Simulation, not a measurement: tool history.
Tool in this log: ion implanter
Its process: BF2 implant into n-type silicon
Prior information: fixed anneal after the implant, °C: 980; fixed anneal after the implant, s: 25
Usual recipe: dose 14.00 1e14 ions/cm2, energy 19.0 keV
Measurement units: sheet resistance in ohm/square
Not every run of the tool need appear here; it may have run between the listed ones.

run	hour	dose	energy	read-back reference wafer on the same gauge, sheet resistance	sheet resistance
1	0.0	14.00	19.0	227.16	209.38
2	65.7	14.00	19.0	226.94	211.12
3	96.4	14.00	19.0	227.94	210.27
4	131.4	12.43	19.0	226.11	212.29
5	191.7	12.43	19.0	226.15	213.45
6	218.7	12.43	19.0	226.10	212.19
7	252.2	11.36	19.0	225.86	215.63
8	320.7	11.36	19.0	225.07	213.33
9	355.9	11.63	23.5	224.69	191.46
10	417.9	14.00	19.0	223.96	206.73
# hour 454.9: Faraday cup replaced and dose calibrated
11	455.4	14.00	19.0	223.62	208.01
12	484.3	14.00	19.0	223.40	208.94
13	554.0	14.00	19.0	222.51	207.25
14	608.6	14.00	19.0	222.10	207.47
15	674.8	14.00	19.0	221.32	204.98
16	729.7	12.41	19.0	220.96	210.03
# hour 771.9: gauge calibrated
17	780.2	14.00	19.0	231.84	215.65
18	843.7	14.00	19.0	231.48	214.35
19	871.0	9.87	13.5	231.92	263.98
20	942.7	15.68	22.5	231.26	195.83
21	1011.0	14.00	19.0	231.10	214.37
# hour 1024.0: extraction supply calibrated
22	1040.4	15.87	23.5	231.78	188.75
23	1073.0	12.84	23.0	231.59	196.95
24	1125.9	12.86	22.0	230.73	200.82
25	1155.4	11.89	25.5	231.67	190.95
26	1217.6	12.25	23.5	230.96	196.62
# hour 1247.3: Faraday cup replaced and dose calibrated
27	1275.5	17.32	16.0	230.91	226.84
28	1326.5	12.43	19.0	230.49	215.93
29	1383.4	17.32	16.0	230.41	226.72
30	1409.1	14.00	19.0	230.37	210.67
31	1451.0	14.00	17.0	230.28	224.82
32	1512.5	18.12	14.5	229.96	231.99
33	1727.2	16.03	12.5	228.01	253.58

Branching from run 33: 3 alternative next runs. What would each branch give?
A	1727.6	11.15	19.0	?	?
B	1727.6	17.67	13.5	?	?
C	1727.6	17.03	24.0	?	?

run	read-back reference wafer on the same gauge, sheet resistance	sheet resistance
A	228.30	219.28
B	228.30	239.69
C	228.30	183.46
Without the tool's hidden state the same runs would have given:
run	sheet resistance
A	222.74
B	243.48
C	186.36
